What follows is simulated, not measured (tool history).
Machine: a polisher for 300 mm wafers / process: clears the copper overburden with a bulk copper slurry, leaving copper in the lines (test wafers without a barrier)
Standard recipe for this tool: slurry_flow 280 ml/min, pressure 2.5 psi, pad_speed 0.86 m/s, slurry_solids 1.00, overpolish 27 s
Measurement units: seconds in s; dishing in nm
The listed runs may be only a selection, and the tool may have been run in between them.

| run | day | slurry_flow | pressure | pad_speed | slurry_solids | overpolish | incoming thickness of the incoming film, nm | seconds | dishing |
|---|---|---|---|---|---|---|---|---|---|
| 1 | 0.000 | 280 | 2.9 | 0.86 | 1.00 | 27 | 681.9 | 76.6 | 111.7 |
|  | 4.896 | worn pad replaced by a new one |
|  | 7.692 | slurry blender recalibrated |
|  | 7.708 | slurry nozzle cleaned |
| 2 | 11.888 | 340 | 2.5 | 0.86 | 1.00 | 27 | 684.7 | 88.3 | 99.0 |
| 3 | 13.471 | 280 | 2.5 | 0.86 | 1.00 | 27 | 683.3 | 87.0 | 95.1 |
| 4 | 16.325 | 280 | 2.5 | 0.86 | 1.00 | 27 | 679.7 | 92.3 | 99.0 |
| 5 | 18.296 | 280 | 2.5 | 0.86 | 1.00 | 27 | 697.1 | 93.9 | 99.4 |
| 6 | 21.583 | 280 | 2.8 | 0.96 | 1.00 | 27 | 678.3 | 75.7 | 110.0 |
| 7 | 23.529 | 280 | 2.8 | 0.96 | 1.00 | 27 | 687.7 | 78.1 | 106.8 |
|  | 27.317 | head pressure recalibrated |
| 8 | 27.338 | 280 | 2.8 | 0.96 | 1.00 | 27 | 684.2 | 70.9 | 111.2 |
|  | 29.562 | worn pad replaced by a new one |
| 9 | 30.633 | 280 | 2.5 | 0.86 | 1.00 | 27 | 689.4 | 88.5 | 99.5 |
|  | 31.408 | slurry blender recalibrated |
| 10 | 34.458 | 250 | 2.5 | 0.86 | 1.00 | 13 | 689.7 | 91.0 | 61.1 |
|  | 35.958 | slurry nozzle cleaned |
| 11 | 36.012 | 280 | 2.5 | 0.86 | 1.00 | 27 | 676.5 | 88.4 | 99.2 |
| 12 | 37.971 | 280 | 2.8 | 0.96 | 1.00 | 27 | 695.1 | 76.0 | 111.0 |
| 13 | 41.658 | 280 | 2.9 | 0.86 | 0.70 | 27 | 678.8 | 94.8 | 100.4 |
| 14 | 44.771 | 280 | 2.5 | 0.86 | 1.00 | 27 | 675.6 | 93.4 | 96.9 |
| 15 | 47.892 | 280 | 1.8 | 0.86 | 0.90 | 27 | 694.4 | 128.0 | 75.1 |
| 16 | 51.562 | 230 | 3.2 | 0.68 | 1.10 | 27 | 685.7 | 94.8 | 99.5 |
| 17 | 54.671 | 280 | 2.5 | 0.86 | 1.00 | 27 | 684.8 | 97.4 | 96.8 |
|  | 55.167 | slurry blender recalibrated |
|  | 55.767 | worn pad replaced by a new one, of another model than before |
| 18 | 58.167 | 280 | 2.0 | 0.86 | 1.00 | 27 | 685.7 | 101.3 | 89.3 |
|  | 58.312 | slurry nozzle cleaned |
| 19 | 61.838 | 280 | 1.8 | 0.66 | 1.00 | 18 | 680.5 | 129.6 | 60.4 |
|  | 61.975 | head pressure recalibrated |
| 20 | 65.375 | 330 | 2.5 | 0.86 | 0.75 | 27 | 687.5 | 97.9 | 95.2 |
| 21 | 69.312 | 310 | 2.5 | 0.86 | 1.15 | 27 | 674.2 | 81.6 | 101.9 |
| 22 | 72.850 | 250 | 2.5 | 1.06 | 0.75 | 33 | 693.5 | 92.5 | 109.2 |
| 23 | 76.250 | 240 | 2.5 | 1.02 | 1.00 | 35 | 679.6 | 80.1 | 115.2 |
| 24 | 78.125 | 280 | 2.5 | 0.86 | 1.00 | 27 | 685.2 | 89.6 | 96.9 |
|  | 79.067 | worn pad replaced by a new one |
|  | 79.779 | slurry blender recalibrated |
| 25 | 81.525 | 225 | 2.5 | 0.86 | 1.00 | 32 | 680.5 | 95.6 | 103.6 |
|  | 83.842 | slurry nozzle cleaned |
| 26 | 84.179 | 280 | 2.8 | 0.96 | 1.00 | 27 | 676.2 | 79.9 | 103.8 |
| 27 | 87.550 | 280 | 2.5 | 0.86 | 1.00 | 27 | 681.3 | 87.8 | 98.3 |
| 28 | 90.525 | 325 | 2.5 | 0.86 | 1.00 | 16 | 690.1 | 95.7 | 71.1 |

Here are 4 independent what-if runs from the current tool condition. What would each one return?
| A | 90.546 | 280 | 2.5 | 0.86 | 1.00 | 27 | 686.2 | ? | ? |
| B | 90.546 | 280 | 2.5 | 0.86 | 0.90 | 27 | 686.2 | ? | ? |
| C | 90.546 | 240 | 1.8 | 0.86 | 0.75 | 21 | 686.2 | ? | ? |
| D | 90.546 | 280 | 2.5 | 0.86 | 0.80 | 22 | 686.2 | ? | ? |

| run | seconds | dishing |
|---|---|---|
| A | 94.5 | 95.1 |
| B | 98.3 | 93.1 |
| C | 126.3 | 66.7 |
| D | 103.1 | 80.2 |
Without the tool's unlogged condition, the same runs would have read:
| run | seconds | dishing |
|---|---|---|
| A | 89.8 | 98.6 |
| B | 93.4 | 96.6 |
| C | 120.0 | 69.5 |
| D | 98.0 | 83.4 |
